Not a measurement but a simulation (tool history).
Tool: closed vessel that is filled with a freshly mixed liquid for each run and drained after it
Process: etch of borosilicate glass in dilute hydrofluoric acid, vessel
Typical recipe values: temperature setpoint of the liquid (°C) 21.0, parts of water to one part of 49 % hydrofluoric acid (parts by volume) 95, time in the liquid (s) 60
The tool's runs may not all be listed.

run,hour,temperature setpoint of the liquid (°C),parts of water to one part of 49 % hydrofluoric acid (parts by volume),time in the liquid (s),"read-back film thickness of the borosilicate glass reference wafer, read on the same gauge (nm)",thickness taken off the borosilicate glass on a monitor wafer (angstrom)
1,0.0,21.0,95,60,129.98,200.5
2,93.0,21.0,95,60,129.97,200.6
# hour 136.2: hydrofluoric acid flow meter replaced
3,145.7,21.0,95,60,129.99,186.8
# hour 227.5: thermometer replaced
4,265.8,21.0,95,60,129.99,185.4
5,312.6,21.0,95,60,130.01,185.1
6,385.5,21.0,95,60,129.99,185.4
7,472.7,21.0,105,60,129.99,164.5
8,561.2,21.0,105,60,129.98,164.9
# hour 581.9: hydrofluoric acid flow meter replaced, repeated, since the last time left the tool worse
# hour 582.3: gauge calibrated
9,631.8,24.0,95,60,129.97,243.3
10,696.9,21.0,95,35,130.03,123.9
11,758.1,21.0,95,35,130.01,123.9
12,831.0,21.0,95,60,130.03,213.8
13,937.2,19.5,75,40,129.97,172.8
14,1015.9,25.5,95,85,130.02,353.4
15,1102.9,21.0,95,60,129.97,210.0
16,1167.6,21.0,95,60,129.98,209.8
17,1274.1,23.0,95,40,130.01,151.5
18,1316.1,21.0,95,85,129.93,297.0
19,1384.8,21.0,95,60,130.04,206.5
20,1436.8,17.0,95,60,129.94,175.6
# hour 1529.9: thermometer replaced
21,1530.8,21.0,115,60,130.00,166.6
22,1594.9,21.0,95,60,129.94,205.2
23,1692.7,21.0,120,60,130.03,157.7
24,1731.0,25.0,80,60,129.98,288.2
25,1808.2,21.0,140,60,129.99,131.2
26,1883.3,21.0,95,60,130.00,202.7
27,1924.4,21.0,95,60,130.01,201.6
28,2026.1,24.0,110,60,130.04,194.9
29,2095.9,21.0,75,45,130.01,195.9
# hour 2139.8: hydrofluoric acid flow meter replaced
30,2161.2,21.0,95,60,129.98,213.6
31,2256.8,21.0,80,60,130.00,254.9
32,2303.8,21.0,95,30,129.96,106.7

The logged runs with the hidden state left out (each run's random variation unchanged):
The tool's hidden condition here consists of: liquid hotter than its thermometer reads (K); hydrofluoric acid flow below the setpoint (%); gauge reads high (%).
run,thickness taken off the borosilicate glass on a monitor wafer (angstrom)
1,213.9
2,214.9
3,214.9
4,214.6
5,214.7
6,215.8
7,192.5
8,193.7
9,244.8
10,125.0
11,125.2
12,216.8
13,175.9
14,361.3
15,215.4
16,215.7
17,156.5
18,307.3
19,214.3
20,182.5
21,174.1
22,214.8
23,166.0
24,303.4
25,138.9
26,214.8
27,214.0
28,208.1
29,209.2
30,214.1
31,256.5
32,107.6

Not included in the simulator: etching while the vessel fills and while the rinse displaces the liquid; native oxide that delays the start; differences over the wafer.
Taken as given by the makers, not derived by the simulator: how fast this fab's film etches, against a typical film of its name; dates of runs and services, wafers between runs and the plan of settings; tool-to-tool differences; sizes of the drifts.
